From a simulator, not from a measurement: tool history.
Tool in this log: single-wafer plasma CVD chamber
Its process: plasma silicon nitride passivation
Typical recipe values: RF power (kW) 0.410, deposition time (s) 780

run,hour,RF power (kW),deposition time (s),"read-back reference wafer on the same gauge, thickness_nm",mean film thickness on the monitor wafer (nm)
1,0.0,0.475,737,1300.230,1105.775
2,72.1,0.410,780,1301.412,1121.781
3,120.3,0.410,780,1300.035,1122.760
4,187.2,0.410,780,1300.767,1123.410
5,251.5,0.390,780,1298.626,1097.197
6,294.5,0.390,780,1298.872,1106.040
7,374.8,0.410,780,1299.201,1115.702
8,471.7,0.410,780,1300.295,1114.933
9,563.6,0.430,716,1298.459,1027.362
10,649.8,0.455,885,1301.603,1285.718
# hour 757.7: RF generator calibrated
11,793.3,0.455,894,1298.708,1322.849
# hour 794.6: gauge calibrated
12,889.8,0.410,780,1297.179,1122.423
13,940.9,0.465,713,1300.563,1064.827
# hour 977.1: showerhead replaced
14,1016.8,0.380,696,1299.165,978.972
15,1110.8,0.410,780,1300.668,1110.638
16,1155.9,0.335,780,1298.659,1060.534
17,1205.7,0.385,732,1300.242,1027.493

Predict the results of run 18:
18,1259.6,0.410,780,?,?

{"run 18": {"read-back reference wafer on the same gauge, thickness_nm": 1299.954, "mean film thickness on the monitor wafer (nm)": 1113.808}}
With no hidden state in the tool, this same run would have given mean film thickness on the monitor wafer (nm) 1121.538.

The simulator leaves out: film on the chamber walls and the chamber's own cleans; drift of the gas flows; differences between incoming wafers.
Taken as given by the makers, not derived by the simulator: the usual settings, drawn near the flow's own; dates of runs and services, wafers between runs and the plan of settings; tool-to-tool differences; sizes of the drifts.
